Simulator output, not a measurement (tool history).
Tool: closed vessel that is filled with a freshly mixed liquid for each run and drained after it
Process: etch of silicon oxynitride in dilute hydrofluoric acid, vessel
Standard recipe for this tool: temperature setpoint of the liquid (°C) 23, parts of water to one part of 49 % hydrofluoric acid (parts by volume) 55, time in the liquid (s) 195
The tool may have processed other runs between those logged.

run    hour  temperature setpoint of the liquid (°C)  parts of water to one part of 49 % hydrofluoric acid (parts by volume)  time in the liquid (s)  wafers since the last listed run  hours since the thermometer was replaced  hours since the hydrofluoric acid flow meter was replaced  hours since the gauge calibration  read-back film thickness of the silicon oxynitride reference wafer, read on the same gauge (nm)  thickness taken off the silicon oxynitride on a monitor wafer (nm)
  1       0                                       23                                                                      55                     195                                 0                                    2019.3                                                      734.1                              563.8                                                                                            39.99                                                               18.82
  2    48.2                                       23                                                                      55                     195                              3959                                    2067.5                                                      782.3                                612                                                                                            39.99                                                               18.95
  3    89.2                                       23                                                                      55                     195                              3367                                    2108.5                                                      823.3                                653                                                                                               40                                                               18.91
  4   120.9                                       23                                                                      55                     195                              2603                                    2140.2                                                        855                              684.7                                                                                            39.99                                                               19.04
  5   169.7                                       23                                                                      55                     195                              4008                                      2189                                                      903.8                              733.5                                                                                            39.98                                                               19.05
  6   216.1                                       23                                                                      55                     195                              3811                                    2235.4                                                      950.2                              779.9                                                                                            40.01                                                               18.91
  7   264.4                                       23                                                                      55                     195                              3967                                    2283.7                                                      998.5                              828.2                                                                                            39.99                                                               19.22
  8     335                                       23                                                                      55                     195                              5799                                    2354.3                                                     1069.1                              898.8                                                                                            40.01                                                               19.05
  9   402.7                                       23                                                                      35                     195                              5560                                      2422                                                     1136.8                              966.5                                                                                            39.98                                                               30.76
 10   460.4                                       23                                                                      55                     195                              4739                                    2479.7                                                     1194.5                             1024.2                                                                                            39.99                                                               19.19
 11   674.4                                       23                                                                      55                     195                             17577                                    2693.7                                                     1408.5                             1238.2                                                                                               40                                                               19.33
 12   704.9                                       23                                                                      55                     195                              2505                                    2724.2                                                       1439                             1268.7                                                                                               40                                                               19.39
 13   770.8                                       20                                                                      80                     195                              5412                                    2790.1                                                     1504.9                             1334.6                                                                                            39.99                                                               11.34
 14   849.7                                       23                                                                      55                     255                              6480                                      2869                                                     1583.8                             1413.5                                                                                            40.03                                                               25.63
      868.8  -- hydrofluoric acid flow meter replaced
        878  -- gauge calibrated
 15   908.4                                       23                                                                      75                     230                              4739                                    2927.7                                                       39.6                               30.4                                                                                               40                                                               16.66
 16   957.2                                       21                                                                      40                     195                              4008                                    2976.5                                                       88.4                               79.2                                                                                            40.01                                                               25.07
 17   988.6                                       26                                                                      65                     300                              2579                                    3007.9                                                      119.8                              110.6                                                                                            39.98                                                               29.08
 18  1026.2                                       21                                                                      40                     120                              3088                                    3045.5                                                      157.4                              148.2                                                                                            40.01                                                               15.19
     1071.6  -- thermometer replaced
 19  1079.2                                       23                                                                      55                     195                              4271                                       7.6                                                      210.4                              201.2                                                                                            39.99                                                               17.19
 20    1119                                       19                                                                      65                     230                              3269                                      47.4                                                      250.2                                241                                                                                            39.98                                                               14.21
 21  1174.7                                       23                                                                      55                     195                              4575                                     103.1                                                      305.9                              296.7                                                                                            39.99                                                               17.36
 22  1206.7                                       23                                                                      85                     105                              2628                                     135.1                                                      337.9                              328.7                                                                                            39.99                                                                5.96
 23  1238.9                                       23                                                                      55                     195                              2644                                     167.3                                                      370.1                              360.9                                                                                               40                                                               17.73
 24  1308.5                                     18.5                                                                      75                     230                              5716                                     236.9                                                      439.7                              430.5                                                                                            40.02                                                               12.03
 25  1363.8                                       21                                                                      40                     120                              4542                                     292.2                                                        495                              485.8                                                                                            39.99                                                               13.61

For each run, the measured value with the value that run would have given without the tool's hidden condition subtracted. The run-to-run variation is shared by both, the gauge scatter possibly not:
What the log doesn't record here: liquid hotter than its thermometer reads (K); hydrofluoric acid flow above the setpoint (%); gauge reads high (%).
run  thickness taken off the silicon oxynitride on a monitor wafer (nm)
  1                                                               +1.63
  2                                                               +1.68
  3                                                                +1.7
  4                                                               +1.74
  5                                                               +1.78
  6                                                                +1.8
  7                                                               +1.85
  8                                                               +1.89
  9                                                               +3.18
 10                                                               +1.99
 11                                                               +2.16
 12                                                               +2.19
 13                                                               +1.32
 14                                                               +3.03
 15                                                               +1.98
 16                                                               +3.13
 17                                                               +3.48
 18                                                               +1.94
 19                                                               +0.22
 20                                                               +0.21
 21                                                               +0.29
 22                                                                +0.1
 23                                                               +0.34
 24                                                               +0.27
 25                                                               +0.34

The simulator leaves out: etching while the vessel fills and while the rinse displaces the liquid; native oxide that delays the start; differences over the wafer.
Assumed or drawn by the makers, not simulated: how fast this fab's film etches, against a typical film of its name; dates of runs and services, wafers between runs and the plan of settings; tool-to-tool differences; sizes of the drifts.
